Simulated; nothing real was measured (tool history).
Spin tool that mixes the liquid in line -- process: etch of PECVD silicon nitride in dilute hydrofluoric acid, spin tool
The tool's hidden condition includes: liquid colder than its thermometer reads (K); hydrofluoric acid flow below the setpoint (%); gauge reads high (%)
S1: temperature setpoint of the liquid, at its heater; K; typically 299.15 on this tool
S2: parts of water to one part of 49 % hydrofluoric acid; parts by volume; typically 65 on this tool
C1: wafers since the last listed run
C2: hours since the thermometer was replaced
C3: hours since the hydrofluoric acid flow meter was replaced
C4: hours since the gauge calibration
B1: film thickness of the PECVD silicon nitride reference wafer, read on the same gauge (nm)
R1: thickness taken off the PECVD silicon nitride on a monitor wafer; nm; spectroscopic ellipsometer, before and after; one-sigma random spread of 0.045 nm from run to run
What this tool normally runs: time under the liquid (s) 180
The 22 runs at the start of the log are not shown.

At day 83.767: hydrofluoric acid flow meter replaced.
Run 23, day 85.325: usual settings but S2 35 parts by volume, time under the liquid (s) 220; C1 646; C2 1143.3; C3 37.4; C4 634.2; B1 110. Result: R1 16.65 nm.
Run 24, day 88.954: usual settings but S1 295.15 K, S2 85 parts by volume; C1 803; C2 1230.4; C3 124.5; C4 721.3; B1 109.99. Result: R1 4.33 nm.
Run 25, day 91.721: usual settings but S1 296.15 K, S2 35 parts by volume, time under the liquid (s) 260; C1 612; C2 1296.8; C3 190.9; C4 787.7; B1 110.01. Result: R1 15.88 nm.
Run 26, day 95.262: usual settings; C1 784; C2 1381.8; C3 275.9; C4 872.7; B1 110.01. Result: R1 7.37 nm.
Run 27, day 99.162: usual settings but time under the liquid (s) 110; C1 863; C2 1475.4; C3 369.5; C4 966.3; B1 110.02. Result: R1 4.51 nm.
Run 28, day 101.1: usual settings but S1 301.65 K, S2 95 parts by volume, time under the liquid (s) 100; C1 429; C2 1521.9; C3 416; C4 1012.8; B1 110. Result: R1 3.26 nm.
Run 29, day 102.779: usual settings but S1 294.15 K, S2 95 parts by volume, time under the liquid (s) 240; C1 371; C2 1562.2; C3 456.3; C4 1053.1; B1 109.99. Result: R1 4.82 nm.
Run 30, day 104.504: usual settings but S1 301.65 K; C1 382; C2 1603.6; C3 497.7; C4 1094.5; B1 109.98. Result: R1 8.64 nm.
Run 31, day 106.542: usual settings but S1 302.15 K; C1 451; C2 1652.5; C3 546.6; C4 1143.4; B1 110.01. Result: R1 8.96 nm.

Each row is a separate what-if for the run after 31, all from the same tool condition, not one after another. Results?
Run A, day 106.562: usual settings but time under the liquid (s) 245; C1 4; C2 1653; C3 547.1; C4 1143.9; B1 ?. Result: R1 ?.
Run B, day 106.562: usual settings but time under the liquid (s) 270; C1 4; C2 1653; C3 547.1; C4 1143.9; B1 ?. Result: R1 ?.
Run C, day 106.562: usual settings but S2 80 parts by volume; C1 4; C2 1653; C3 547.1; C4 1143.9; B1 ?. Result: R1 ?.
Run D, day 106.562: usual settings but S2 50 parts by volume, time under the liquid (s) 280; C1 4; C2 1653; C3 547.1; C4 1143.9; B1 ?. Result: R1 ?.
Run E, day 106.562: usual settings but S1 300.65 K, S2 90 parts by volume, time under the liquid (s) 255; C1 4; C2 1653; C3 547.1; C4 1143.9; B1 ?. Result: R1 ?.

run      B1     R1
  A  110.03   9.92
  B  110.03  10.93
  C  110.03   5.94
  D  110.03  14.68
  E  110.03   8.25
Stripped of hidden state, with their random variation kept, the same runs would have yielded:
run     R1
  A  10.22
  B  11.26
  C   6.11
  D  15.12
  E   8.49

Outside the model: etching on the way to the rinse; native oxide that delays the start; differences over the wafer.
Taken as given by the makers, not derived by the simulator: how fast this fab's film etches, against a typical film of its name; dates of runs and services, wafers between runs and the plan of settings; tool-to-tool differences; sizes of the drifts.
